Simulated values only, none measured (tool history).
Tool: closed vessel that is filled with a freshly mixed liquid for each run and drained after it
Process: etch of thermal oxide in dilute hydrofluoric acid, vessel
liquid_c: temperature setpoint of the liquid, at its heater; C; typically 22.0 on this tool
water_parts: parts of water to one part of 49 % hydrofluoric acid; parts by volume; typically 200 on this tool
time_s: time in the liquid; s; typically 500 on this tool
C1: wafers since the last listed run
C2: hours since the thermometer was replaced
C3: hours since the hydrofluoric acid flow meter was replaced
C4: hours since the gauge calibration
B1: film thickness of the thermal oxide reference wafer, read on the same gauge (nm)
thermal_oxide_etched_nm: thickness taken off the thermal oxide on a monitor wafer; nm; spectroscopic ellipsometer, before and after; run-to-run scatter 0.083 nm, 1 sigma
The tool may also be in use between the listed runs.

{"run": 1, "hour": 0.0, "liquid_c": 22.0, "water_parts": 200, "time_s": 330, "C1": 0, "C2": 191.6, "C3": 558.8, "C4": 551.3, "B1": 109.99, "thermal_oxide_etched_nm": 6.01}
{"run": 2, "hour": 41.9, "liquid_c": 22.0, "water_parts": 200, "time_s": 330, "C1": 4277, "C2": 233.5, "C3": 600.7, "C4": 593.2, "B1": 110.0, "thermal_oxide_etched_nm": 6.1}
{"run": 3, "hour": 145.3, "liquid_c": 22.0, "water_parts": 200, "time_s": 500, "C1": 10556, "C2": 336.9, "C3": 704.1, "C4": 696.6, "B1": 109.98, "thermal_oxide_etched_nm": 9.29}
{"run": 4, "hour": 236.8, "liquid_c": 22.0, "water_parts": 200, "time_s": 500, "C1": 9341, "C2": 428.4, "C3": 795.6, "C4": 788.1, "B1": 109.98, "thermal_oxide_etched_nm": 9.22}
{"run": 5, "hour": 324.7, "liquid_c": 22.0, "water_parts": 200, "time_s": 500, "C1": 8974, "C2": 516.3, "C3": 883.5, "C4": 876.0, "B1": 110.03, "thermal_oxide_etched_nm": 9.47}
{"hour": 352.3, "done": "thermometer replaced"}
{"run": 6, "hour": 367.4, "liquid_c": 22.0, "water_parts": 200, "time_s": 500, "C1": 4257, "C2": 15.1, "C3": 926.2, "C4": 918.7, "B1": 109.99, "thermal_oxide_etched_nm": 8.8}
{"run": 7, "hour": 444.1, "liquid_c": 22.0, "water_parts": 200, "time_s": 500, "C1": 7830, "C2": 91.8, "C3": 1002.9, "C4": 995.4, "B1": 109.97, "thermal_oxide_etched_nm": 8.74}
{"run": 8, "hour": 483.9, "liquid_c": 22.0, "water_parts": 200, "time_s": 500, "C1": 4063, "C2": 131.6, "C3": 1042.7, "C4": 1035.2, "B1": 110.02, "thermal_oxide_etched_nm": 8.76}
{"run": 9, "hour": 560.0, "liquid_c": 22.0, "water_parts": 200, "time_s": 500, "C1": 7769, "C2": 207.7, "C3": 1118.8, "C4": 1111.3, "B1": 109.97, "thermal_oxide_etched_nm": 8.84}
{"run": 10, "hour": 598.8, "liquid_c": 22.0, "water_parts": 200, "time_s": 500, "C1": 3961, "C2": 246.5, "C3": 1157.6, "C4": 1150.1, "B1": 110.01, "thermal_oxide_etched_nm": 8.96}
{"hour": 627.0, "done": "gauge calibrated"}
{"run": 11, "hour": 858.3, "liquid_c": 22.0, "water_parts": 200, "time_s": 500, "C1": 26493, "C2": 506.0, "C3": 1417.1, "C4": 231.3, "B1": 110.01, "thermal_oxide_etched_nm": 9.2}
{"hour": 887.5, "done": "hydrofluoric acid flow meter replaced"}
{"run": 12, "hour": 957.2, "liquid_c": 22.0, "water_parts": 200, "time_s": 500, "C1": 9994, "C2": 604.9, "C3": 69.7, "C4": 330.2, "B1": 110.02, "thermal_oxide_etched_nm": 10.2}
{"hour": 967.0, "done": "thermometer replaced"}
{"run": 13, "hour": 1185.3, "liquid_c": 22.0, "water_parts": 200, "time_s": 500, "C1": 23185, "C2": 218.3, "C3": 297.8, "C4": 558.3, "B1": 109.99, "thermal_oxide_etched_nm": 9.4}
{"run": 14, "hour": 1432.7, "liquid_c": 22.0, "water_parts": 135, "time_s": 500, "C1": 25257, "C2": 465.7, "C3": 545.2, "C4": 805.7, "B1": 109.99, "thermal_oxide_etched_nm": 15.34}
{"run": 15, "hour": 1472.5, "liquid_c": 22.0, "water_parts": 200, "time_s": 260, "C1": 4063, "C2": 505.5, "C3": 585.0, "C4": 845.5, "B1": 110.0, "thermal_oxide_etched_nm": 5.1}
{"run": 16, "hour": 1534.4, "liquid_c": 22.0, "water_parts": 265, "time_s": 500, "C1": 6319, "C2": 567.4, "C3": 646.9, "C4": 907.4, "B1": 110.0, "thermal_oxide_etched_nm": 6.92}
{"hour": 1570.3, "done": "thermometer replaced"}
{"run": 17, "hour": 1625.8, "liquid_c": 19.5, "water_parts": 270, "time_s": 500, "C1": 9229, "C2": 55.5, "C3": 738.3, "C4": 998.8, "B1": 110.01, "thermal_oxide_etched_nm": 5.54}
{"run": 18, "hour": 1665.0, "liquid_c": 17.0, "water_parts": 275, "time_s": 665, "C1": 4002, "C2": 94.7, "C3": 777.5, "C4": 1038.0, "B1": 110.0, "thermal_oxide_etched_nm": 6.54}
{"hour": 1698.3, "done": "gauge calibrated"}
{"run": 19, "hour": 1712.0, "liquid_c": 20.0, "water_parts": 245, "time_s": 780, "C1": 4798, "C2": 141.7, "C3": 824.5, "C4": 13.7, "B1": 109.98, "thermal_oxide_etched_nm": 10.07}
{"run": 20, "hour": 1768.1, "liquid_c": 19.0, "water_parts": 200, "time_s": 575, "C1": 5727, "C2": 197.8, "C3": 880.6, "C4": 69.8, "B1": 110.0, "thermal_oxide_etched_nm": 9.24}
{"run": 21, "hour": 1825.0, "liquid_c": 24.0, "water_parts": 125, "time_s": 350, "C1": 5809, "C2": 254.7, "C3": 937.5, "C4": 126.7, "B1": 110.0, "thermal_oxide_etched_nm": 11.89}
{"run": 22, "hour": 1864.6, "liquid_c": 22.0, "water_parts": 200, "time_s": 500, "C1": 4042, "C2": 294.3, "C3": 977.1, "C4": 166.3, "B1": 110.0, "thermal_oxide_etched_nm": 9.06}
{"run": 23, "hour": 1968.7, "liquid_c": 22.0, "water_parts": 200, "time_s": 500, "C1": 10627, "C2": 398.4, "C3": 1081.2, "C4": 270.4, "B1": 110.0, "thermal_oxide_etched_nm": 9.16}
{"run": 24, "hour": 2026.1, "liquid_c": 22.0, "water_parts": 200, "time_s": 230, "C1": 5860, "C2": 455.8, "C3": 1138.6, "C4": 327.8, "B1": 110.02, "thermal_oxide_etched_nm": 4.19}
{"run": 25, "hour": 2116.5, "liquid_c": 22.0, "water_parts": 200, "time_s": 230, "C1": 9229, "C2": 546.2, "C3": 1229.0, "C4": 418.2, "B1": 110.0, "thermal_oxide_etched_nm": 4.31}
{"hour": 2142.4, "done": "thermometer replaced"}
{"run": 26, "hour": 2185.8, "liquid_c": 17.0, "water_parts": 105, "time_s": 500, "C1": 6972, "C2": 43.4, "C3": 1298.3, "C4": 487.5, "B1": 110.0, "thermal_oxide_etched_nm": 14.84}

Forecast each of these 5 alternatives for the next run:
{"run": "A", "hour": 2186.6, "liquid_c": 22.0, "water_parts": 200, "time_s": 500, "C1": 81, "C2": 44.2, "C3": 1299.1, "C4": 488.3, "B1": "?", "thermal_oxide_etched_nm": "?"}
{"run": "B", "hour": 2186.6, "liquid_c": 22.0, "water_parts": 130, "time_s": 500, "C1": 81, "C2": 44.2, "C3": 1299.1, "C4": 488.3, "B1": "?", "thermal_oxide_etched_nm": "?"}
{"run": "C", "hour": 2186.6, "liquid_c": 25.5, "water_parts": 110, "time_s": 500, "C1": 81, "C2": 44.2, "C3": 1299.1, "C4": 488.3, "B1": "?", "thermal_oxide_etched_nm": "?"}
{"run": "D", "hour": 2186.6, "liquid_c": 24.5, "water_parts": 200, "time_s": 500, "C1": 81, "C2": 44.2, "C3": 1299.1, "C4": 488.3, "B1": "?", "thermal_oxide_etched_nm": "?"}
{"run": "E", "hour": 2186.6, "liquid_c": 19.5, "water_parts": 200, "time_s": 500, "C1": 81, "C2": 44.2, "C3": 1299.1, "C4": 488.3, "B1": "?", "thermal_oxide_etched_nm": "?"}

run=A B1=110.00 thermal_oxide_etched_nm=8.66
run=B B1=110.00 thermal_oxide_etched_nm=14.44
run=C B1=110.00 thermal_oxide_etched_nm=20.04
run=D B1=110.00 thermal_oxide_etched_nm=9.49
run=E B1=110.00 thermal_oxide_etched_nm=7.88
With no hidden state in the tool, these same runs would have given:
run=A thermal_oxide_etched_nm=9.37
run=B thermal_oxide_etched_nm=15.54
run=C thermal_oxide_etched_nm=21.56
run=D thermal_oxide_etched_nm=10.28
run=E thermal_oxide_etched_nm=8.51
